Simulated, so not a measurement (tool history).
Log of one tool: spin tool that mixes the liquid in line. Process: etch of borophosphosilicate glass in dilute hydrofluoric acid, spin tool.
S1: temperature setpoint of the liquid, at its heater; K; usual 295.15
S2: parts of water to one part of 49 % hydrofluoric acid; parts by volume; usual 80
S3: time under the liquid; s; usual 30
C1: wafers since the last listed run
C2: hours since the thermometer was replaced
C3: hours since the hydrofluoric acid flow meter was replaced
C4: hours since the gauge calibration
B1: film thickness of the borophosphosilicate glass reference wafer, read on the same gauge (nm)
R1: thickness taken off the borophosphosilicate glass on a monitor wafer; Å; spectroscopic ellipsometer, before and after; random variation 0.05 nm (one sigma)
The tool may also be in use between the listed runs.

run,day,S1,S2,S3,C1,C2,C3,C4,B1,R1
1,0.000,295.15,80,30,0,1763.1,2198.4,124.3,60.37,116.1
2,1.425,295.15,80,30,395,1797.3,2232.6,158.5,60.43,117.0
3,2.683,295.15,80,30,349,1827.5,2262.8,188.7,60.49,116.4
4,3.842,296.65,80,30,321,1855.3,2290.6,216.5,60.61,124.9
5,4.904,296.65,80,30,294,1880.8,2316.1,242.0,60.67,125.2
6,6.225,295.15,80,30,366,1912.5,2347.8,273.7,60.76,118.3
7,7.008,295.15,80,35,217,1931.3,2366.6,292.5,60.75,138.2
# day 7.992: thermometer replaced
8,8.292,295.15,80,35,344,7.2,2397.4,323.3,60.84,137.9
9,9.079,295.15,80,35,218,26.1,2416.3,342.2,60.89,137.6
10,9.600,295.15,55,20,144,38.6,2428.8,354.7,60.89,117.0
11,10.121,295.15,55,20,144,51.1,2441.3,367.2,60.99,117.9
12,10.862,295.15,80,30,205,68.9,2459.1,385.0,60.99,117.4
# day 11.329: gauge calibrated
13,11.396,299.15,80,45,148,81.7,2471.9,1.6,59.87,205.5
14,11.954,298.15,110,15,154,95.1,2485.3,15.0,59.92,45.5
# day 15.829: hydrofluoric acid flow meter replaced
15,15.950,295.15,80,20,1097,191.0,2.9,110.9,60.13,77.8
16,16.938,295.15,80,30,274,214.7,26.6,134.6,60.18,117.3
17,18.117,295.15,80,30,327,243.0,54.9,162.9,60.25,116.4
18,19.483,295.15,60,30,379,275.8,87.7,195.7,60.33,159.7
19,20.733,296.65,105,45,346,305.8,117.7,225.7,60.38,137.9
20,21.983,293.65,95,45,346,335.8,147.7,255.7,60.49,135.9
21,22.721,295.15,80,30,204,353.5,165.4,273.4,60.53,117.1
22,24.196,291.15,80,30,409,388.9,200.8,308.8,60.64,99.9

Forecast each of these 5 alternatives for the next run:
A,24.212,295.15,80,30,4,389.3,201.2,309.2,?,?
B,24.212,292.65,80,30,4,389.3,201.2,309.2,?,?
C,24.212,299.65,80,30,4,389.3,201.2,309.2,?,?
D,24.212,299.15,50,15,4,389.3,201.2,309.2,?,?
E,24.212,298.15,80,30,4,389.3,201.2,309.2,?,?

run,B1,R1
A,60.61,117.3
B,60.61,105.8
C,60.61,140.6
D,60.61,114.9
E,60.61,132.5
Without the tool's hidden state the same runs would have given:
run,R1
A,116.2
B,104.8
C,139.2
D,113.7
E,131.1

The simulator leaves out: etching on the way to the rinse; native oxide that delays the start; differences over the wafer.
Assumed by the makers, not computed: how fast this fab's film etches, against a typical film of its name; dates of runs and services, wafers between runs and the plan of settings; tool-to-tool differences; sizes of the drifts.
